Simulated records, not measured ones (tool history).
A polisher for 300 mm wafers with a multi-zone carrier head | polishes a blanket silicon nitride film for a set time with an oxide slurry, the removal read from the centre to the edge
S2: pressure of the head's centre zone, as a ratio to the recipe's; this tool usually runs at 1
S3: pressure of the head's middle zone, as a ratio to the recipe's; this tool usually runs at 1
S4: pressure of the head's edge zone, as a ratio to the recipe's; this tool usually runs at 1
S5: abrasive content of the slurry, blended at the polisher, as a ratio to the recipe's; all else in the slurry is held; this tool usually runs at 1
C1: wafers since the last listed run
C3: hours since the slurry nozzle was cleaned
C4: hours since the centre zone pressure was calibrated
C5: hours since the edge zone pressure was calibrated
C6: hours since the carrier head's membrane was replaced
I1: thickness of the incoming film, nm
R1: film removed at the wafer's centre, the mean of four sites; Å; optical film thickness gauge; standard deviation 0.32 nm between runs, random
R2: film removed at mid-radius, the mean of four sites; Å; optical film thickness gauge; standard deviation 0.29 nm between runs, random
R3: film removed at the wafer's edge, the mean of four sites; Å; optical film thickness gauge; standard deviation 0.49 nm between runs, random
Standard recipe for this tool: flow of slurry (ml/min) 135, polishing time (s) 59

Run 1, hour 0: usual settings; C1 0; wafers polished on this pad 354; C3 314.5; C4 1051.1; C5 646.5; C6 1590.6; I1 302.9. Result: R1 355 Å, R2 400 Å, R3 382 Å.
Run 2, hour 21.7: usual settings; C1 185; wafers polished on this pad 540; C3 336.2; C4 1072.8; C5 668.2; C6 1612.3; I1 299.4. Result: R1 353 Å, R2 397 Å, R3 391 Å.
Run 3, hour 44.1: usual settings; C1 191; wafers polished on this pad 732; C3 358.6; C4 1095.2; C5 690.6; C6 1634.7; I1 301.3. Result: R1 352 Å, R2 397 Å, R3 388 Å.
Run 4, hour 65.6: usual settings; C1 183; wafers polished on this pad 915; C3 380.1; C4 1116.7; C5 712.1; C6 1656.2; I1 301.6. Result: R1 350 Å, R2 396 Å, R3 379 Å.
At hour 79: worn pad replaced by a new one.
Run 5, hour 96.1: usual settings but flow of slurry (ml/min) 120, S3 1.06; C1 226; wafers polished on this pad 145; C3 410.6; C4 1147.2; C5 742.6; C6 1686.7; I1 303.3. Result: R1 341 Å, R2 402 Å, R3 375 Å.
Run 6, hour 117.6: usual settings but flow of slurry (ml/min) 120, S3 1.06; C1 183; wafers polished on this pad 329; C3 432.1; C4 1168.7; C5 764.1; C6 1708.2; I1 297.7. Result: R1 342 Å, R2 397 Å, R3 374 Å.
Run 7, hour 215.2: usual settings but S4 0.91; C1 834; wafers polished on this pad 1164; C3 529.7; C4 1266.3; C5 861.7; C6 1805.8; I1 297.1. Result: R1 352 Å, R2 401 Å, R3 364 Å.
At hour 225.1: worn pad replaced by a new one.
At hour 225.2: centre zone pressure recalibrated.
At hour 233.3: carrier head's membrane replaced by a new one.
Run 8, hour 250.9: usual settings but S4 0.91; C1 227; wafers polished on this pad 177; C3 565.4; C4 25.7; C5 897.4; C6 17.6; I1 301.2. Result: R1 382 Å, R2 407 Å, R3 363 Å.
Run 9, hour 263.3: usual settings; C1 106; wafers polished on this pad 283; C3 577.8; C4 38.1; C5 909.8; C6 30; I1 299.4. Result: R1 380 Å, R2 399 Å, R3 373 Å.
Run 10, hour 291.9: usual settings but S5 0.9, polishing time (s) 47; C1 244; wafers polished on this pad 527; C3 606.4; C4 66.7; C5 938.4; C6 58.6; I1 293.3. Result: R1 293 Å, R2 309 Å, R3 292 Å.
Run 11, hour 311.5: usual settings; C1 167; wafers polished on this pad 695; C3 626; C4 86.3; C5 958; C6 78.2; I1 300.9. Result: R1 383 Å, R2 402 Å, R3 386 Å.
At hour 319.1: slurry nozzle cleaned.
Run 12, hour 329: usual settings but S2 0.91, S4 1.09; C1 141; wafers polished on this pad 836; C3 9.9; C4 103.8; C5 975.5; C6 95.7; I1 295.3. Result: R1 351 Å, R2 397 Å, R3 395 Å.
Run 13, hour 355.8: usual settings but flow of slurry (ml/min) 170, S2 1.07, S5 0.8; C1 229; wafers polished on this pad 1065; C3 36.7; C4 130.6; C5 1002.3; C6 122.5; I1 301.7. Result: R1 386 Å, R2 381 Å, R3 369 Å.
At hour 377.5: worn pad replaced by a new one.
Run 14, hour 386.5: usual settings but flow of slurry (ml/min) 115, S2 0.92, S4 1.05, polishing time (s) 73; C1 228; wafers polished on this pad 77; C3 67.4; C4 161.3; C5 1033; C6 153.2; I1 299.8. Result: R1 410 Å, R2 483 Å, R3 473 Å.
At hour 411: edge zone pressure recalibrated.
Run 15, hour 411.5: usual settings; C1 196; wafers polished on this pad 273; C3 92.4; C4 186.3; C5 0.5; C6 178.2; I1 299.8. Result: R1 376 Å, R2 402 Å, R3 379 Å.
Run 16, hour 426.5: usual settings but S3 0.9; C1 128; wafers polished on this pad 402; C3 107.4; C4 201.3; C5 15.5; C6 193.2; I1 299.8. Result: R1 374 Å, R2 376 Å, R3 386 Å.
Run 17, hour 441.5: usual settings but flow of slurry (ml/min) 170, S2 1.09, S5 1.3, polishing time (s) 48; C1 128; wafers polished on this pad 530; C3 122.4; C4 216.3; C5 30.5; C6 208.2; I1 301.6. Result: R1 376 Å, R2 375 Å, R3 347 Å.
Run 18, hour 473.6: usual settings; C1 274; wafers polished on this pad 805; C3 154.5; C4 248.4; C5 62.6; C6 240.3; I1 302.9. Result: R1 365 Å, R2 402 Å, R3 378 Å.
Run 19, hour 500.9: usual settings but flow of slurry (ml/min) 170, S2 1.07, S5 0.8; C1 233; wafers polished on this pad 1038; C3 181.8; C4 275.7; C5 89.9; C6 267.6; I1 302.5. Result: R1 377 Å, R2 386 Å, R3 363 Å.
At hour 514.5: worn pad replaced by a new one.
Run 20, hour 524.6: usual settings but S2 0.9, S3 1.08, polishing time (s) 54; C1 168; wafers polished on this pad 86; C3 205.5; C4 299.4; C5 113.6; C6 291.3; I1 299.9. Result: R1 307 Å, R2 384 Å, R3 340 Å.
Run 21, hour 557.2: usual settings but flow of slurry (ml/min) 180, polishing time (s) 66; C1 278; wafers polished on this pad 365; C3 238.1; C4 332; C5 146.2; C6 323.9; I1 303.8. Result: R1 437 Å, R2 472 Å, R3 449 Å.
Run 22, hour 593: usual settings but S2 1.08, S3 1.1; C1 306; wafers polished on this pad 671; C3 273.9; C4 367.8; C5 182; C6 359.7; I1 301. Result: R1 391 Å, R2 426 Å, R3 385 Å.
Run 23, hour 628.5: usual settings but S4 0.89; C1 303; wafers polished on this pad 975; C3 309.4; C4 403.3; C5 217.5; C6 395.2; I1 303.3. Result: R1 358 Å, R2 400 Å, R3 364 Å.

What the log doesn't show, run by run:
removal rate lost through wear of the pad, %: 0, the same for each run
slurry flow missing at the pad, %: 0, the same for each run
deviation of the edge zone's pressure from its setpoint, %: 0, the same for each run
H1: deviation of the centre zone's pressure from its setpoint, %
run      H1
  1     -10
  2   -10.1
  3   -10.2
  4   -10.2
  5   -10.3
  6   -10.3
  7   -10.5
  8  -0.741
  9   -1.08
 10   -1.83
 11   -2.31
 12   -2.73
 13   -3.33
 14   -3.98
 15   -4.47
 16   -4.75
 17   -5.02
 18   -5.57
 19   -6.01
 20   -6.37
 21   -6.83
 22   -7.29
 23   -7.72

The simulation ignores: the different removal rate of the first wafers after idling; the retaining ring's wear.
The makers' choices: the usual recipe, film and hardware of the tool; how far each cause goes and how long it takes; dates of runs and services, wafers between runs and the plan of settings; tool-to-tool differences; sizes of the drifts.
